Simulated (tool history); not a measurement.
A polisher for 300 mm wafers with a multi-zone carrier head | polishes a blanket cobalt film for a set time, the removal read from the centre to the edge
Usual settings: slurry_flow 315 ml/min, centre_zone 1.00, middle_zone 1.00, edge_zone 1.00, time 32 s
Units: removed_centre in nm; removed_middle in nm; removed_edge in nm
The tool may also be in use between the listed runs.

run,day,slurry_flow,centre_zone,middle_zone,edge_zone,time,"incoming thickness of the incoming film, nm",removed_centre,removed_middle,removed_edge
1,0.000,315,1.08,0.89,0.94,23,1454.8,173.8,142.9,152.3
2,4.246,315,1.08,1.00,1.00,32,1470.4,246.0,219.4,223.2
# day 6.904: worn pad replaced by a new one
3,7.179,225,1.00,0.94,1.00,32,1461.1,218.2,199.7,216.1
4,8.875,225,1.00,0.94,1.00,32,1465.8,219.1,199.0,218.5
# day 9.492: edge zone pressure recalibrated
# day 18.625: centre zone pressure recalibrated
# day 19.475: slurry nozzle cleaned
5,20.075,245,1.00,1.00,0.92,32,1465.5,222.9,216.4,211.3
6,22.925,315,0.91,1.00,1.08,39,1459.5,256.1,265.4,278.9
# day 24.550: carrier head's membrane replaced by a new one
7,25.488,275,1.00,1.00,1.00,42,1446.4,297.5,288.8,296.5
8,29.608,380,1.00,1.00,1.00,32,1488.1,225.8,224.4,226.0
9,31.292,275,0.92,1.00,1.00,23,1468.5,148.3,154.5,158.3
# day 34.083: worn pad replaced by a new one
10,35.100,315,1.00,1.00,1.00,25,1435.7,174.8,172.5,173.7
# day 35.812: edge zone pressure recalibrated
11,39.042,315,1.00,1.00,1.00,32,1481.6,229.7,221.2,222.8
12,40.933,285,1.00,1.00,1.00,32,1479.0,223.8,217.5,223.5
13,44.742,395,1.00,0.95,1.07,23,1482.4,165.1,153.0,166.1
# day 45.342: slurry nozzle cleaned
14,48.321,315,1.00,1.00,1.00,24,1469.8,165.8,164.0,165.4
15,52.729,265,1.00,1.00,1.00,38,1457.7,261.7,257.8,256.7
16,55.296,315,1.00,1.00,0.90,21,1441.4,147.8,146.0,139.8
17,59.271,215,1.00,0.89,0.89,32,1474.0,208.4,191.0,206.6
18,61.858,245,1.00,1.00,1.00,32,1477.7,218.0,215.1,219.5
# day 63.312: centre zone pressure recalibrated
19,63.921,315,1.00,1.00,1.00,24,1457.0,166.3,163.4,165.9
# day 64.100: worn pad replaced by a new one
# day 64.679: edge zone pressure recalibrated
20,65.583,315,1.00,1.00,1.00,32,1431.6,227.1,218.9,225.7
# day 66.721: carrier head's membrane replaced by a new one
21,67.258,315,1.00,1.00,1.00,32,1455.2,228.1,222.2,225.8

5 ways to go on from here, each from the tool as it stands after run 21. What would each give?
A,67.275,315,1.00,1.00,1.00,32,1457.0,?,?,?
B,67.275,285,1.12,1.00,1.00,32,1457.0,?,?,?
C,67.275,315,1.00,0.88,0.92,24,1457.0,?,?,?
D,67.275,315,0.94,1.11,0.90,35,1457.0,?,?,?
E,67.275,210,1.06,1.00,1.00,32,1457.0,?,?,?

run,removed_centre,removed_middle,removed_edge
A,228.1,217.9,222.0
B,251.4,215.4,220.1
C,170.9,146.9,161.3
D,235.3,260.6,232.5
E,227.3,206.5,213.2
Without the tool's hidden state the same runs would have given:
run,removed_centre,removed_middle,removed_edge
A,228.1,217.9,222.0
B,251.4,215.4,220.1
C,170.9,146.9,161.3
D,235.3,260.6,232.5
E,227.3,206.5,213.2
